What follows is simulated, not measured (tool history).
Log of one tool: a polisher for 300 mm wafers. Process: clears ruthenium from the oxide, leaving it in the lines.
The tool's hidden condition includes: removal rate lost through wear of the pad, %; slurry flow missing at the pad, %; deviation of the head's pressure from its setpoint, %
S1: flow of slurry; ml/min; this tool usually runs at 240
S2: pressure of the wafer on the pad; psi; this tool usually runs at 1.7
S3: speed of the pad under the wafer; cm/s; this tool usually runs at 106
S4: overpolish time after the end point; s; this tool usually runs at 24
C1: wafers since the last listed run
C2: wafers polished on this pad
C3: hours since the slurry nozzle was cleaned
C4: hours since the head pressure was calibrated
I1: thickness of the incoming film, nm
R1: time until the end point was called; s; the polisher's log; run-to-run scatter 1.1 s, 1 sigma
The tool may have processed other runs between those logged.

Run 1, day 0.000: usual settings but S4 14 s; C1 0; C2 626; C3 296.1; C4 337.4; I1 71.1. Result: R1 86.9 s.
Run 2, day 0.358: usual settings; C1 89; C2 716; C3 304.7; C4 346.0; I1 69.5. Result: R1 85.9 s.
At day 0.779: worn pad replaced by a new one.
Run 3, day 0.962: usual settings; C1 109; C2 45; C3 319.2; C4 360.5; I1 70.0. Result: R1 77.2 s.
Run 4, day 1.267: usual settings but S2 2.0 psi; C1 76; C2 121; C3 326.5; C4 367.8; I1 71.1. Result: R1 67.4 s.
Run 5, day 1.883: usual settings but S2 2.0 psi; C1 154; C2 276; C3 341.3; C4 382.6; I1 68.6. Result: R1 65.9 s.
Run 6, day 2.392: usual settings but S2 2.0 psi; C1 127; C2 403; C3 353.5; C4 394.8; I1 69.9. Result: R1 68.3 s.
Run 7, day 2.788: usual settings but S3 96 cm/s, S4 13 s; C1 99; C2 502; C3 363.0; C4 404.3; I1 70.0. Result: R1 88.7 s.
Run 8, day 3.117: usual settings; C1 82; C2 585; C3 370.9; C4 412.2; I1 69.7. Result: R1 83.1 s.
At day 3.442: worn pad replaced by a new one.
Run 9, day 3.696: usual settings; C1 103; C2 63; C3 384.8; C4 426.1; I1 69.3. Result: R1 75.9 s.
Run 10, day 4.058: usual settings; C1 90; C2 154; C3 393.5; C4 434.8; I1 69.2. Result: R1 78.6 s.
Run 11, day 5.233: usual settings; C1 294; C2 449; C3 421.7; C4 463.0; I1 69.9. Result: R1 82.2 s.
At day 5.325: head pressure recalibrated.
Run 12, day 5.788: usual settings; C1 118; C2 567; C3 435.0; C4 11.1; I1 69.4. Result: R1 90.7 s.
At day 6.558: worn pad replaced by a new one.
Run 13, day 6.579: usual settings; C1 156; C2 5; C3 454.0; C4 30.1; I1 69.7. Result: R1 83.7 s.
Run 14, day 7.121: usual settings but S2 1.1 psi, S3 140 cm/s; C1 135; C2 141; C3 467.0; C4 43.1; I1 70.6. Result: R1 107.1 s.
At day 7.733: slurry nozzle cleaned.
Run 15, day 7.842: usual settings; C1 170; C2 311; C3 2.6; C4 60.4; I1 70.8. Result: R1 86.0 s.
Run 16, day 8.562: usual settings but S1 215 ml/min, S2 2.2 psi, S3 92 cm/s, S4 33 s; C1 180; C2 492; C3 19.9; C4 77.7; I1 71.2. Result: R1 80.3 s.
Run 17, day 8.979: usual settings; C1 104; C2 596; C3 29.9; C4 87.7; I1 71.1. Result: R1 91.1 s.
At day 9.279: worn pad replaced by a new one.
Run 18, day 9.333: usual settings but S2 2.2 psi; C1 47; C2 13; C3 38.4; C4 96.2; I1 69.3. Result: R1 62.4 s.
Run 19, day 9.967: usual settings but S1 160 ml/min, S3 86 cm/s, S4 11 s; C1 158; C2 172; C3 53.6; C4 111.4; I1 69.5. Result: R1 99.4 s.
Run 20, day 10.404: usual settings but S2 2.2 psi, S3 76 cm/s; C1 109; C2 282; C3 64.1; C4 121.9; I1 69.2. Result: R1 81.5 s.
Run 21, day 10.821: usual settings but S1 185 ml/min, S4 18 s; C1 104; C2 386; C3 74.1; C4 131.9; I1 70.1. Result: R1 88.1 s.
Run 22, day 11.279: usual settings but S4 36 s; C1 114; C2 501; C3 85.1; C4 142.9; I1 69.8. Result: R1 87.1 s.
Run 23, day 11.583: usual settings but S3 88 cm/s; C1 76; C2 577; C3 92.4; C4 150.2; I1 70.9. Result: R1 104.5 s.
At day 11.967: worn pad replaced by a new one.
Run 24, day 11.988: usual settings but S2 1.5 psi; C1 59; C2 5; C3 102.1; C4 159.9; I1 70.4. Result: R1 91.2 s.
Run 25, day 13.312: usual settings but S1 260 ml/min, S2 1.9 psi, S3 128 cm/s; C1 332; C2 337; C3 133.9; C4 191.7; I1 69.7. Result: R1 64.2 s.
Run 26, day 13.679: usual settings but S2 1.4 psi, S3 86 cm/s, S4 33 s; C1 91; C2 429; C3 142.7; C4 200.5; I1 71.2. Result: R1 123.7 s.
At day 15.354: worn pad replaced by a new one.
Run 27, day 15.375: usual settings; C1 383; C2 5; C3 183.4; C4 241.2; I1 69.4. Result: R1 77.9 s.

Difference, measured minus no-hidden-state, one row per run. Run-to-run variation is common to both terms; the gauge's own scatter need not be:
run     R1
  1   +5.9
  2   +7.0
  3   -2.2
  4   -1.2
  5   +0.3
  6   +1.6
  7   +3.4
  8   +4.1
  9   -2.5
 10   -1.5
 11   +1.9
 12  +11.4
 13   +4.6
 14   +8.1
 15   +8.9
 16  +10.5
 17  +13.3
 18   +1.8
 19   +5.2
 20   +5.6
 21   +7.4
 22   +8.7
 23  +11.7
 24   +1.8
 25   +4.3
 26  +10.1
 27   +0.8
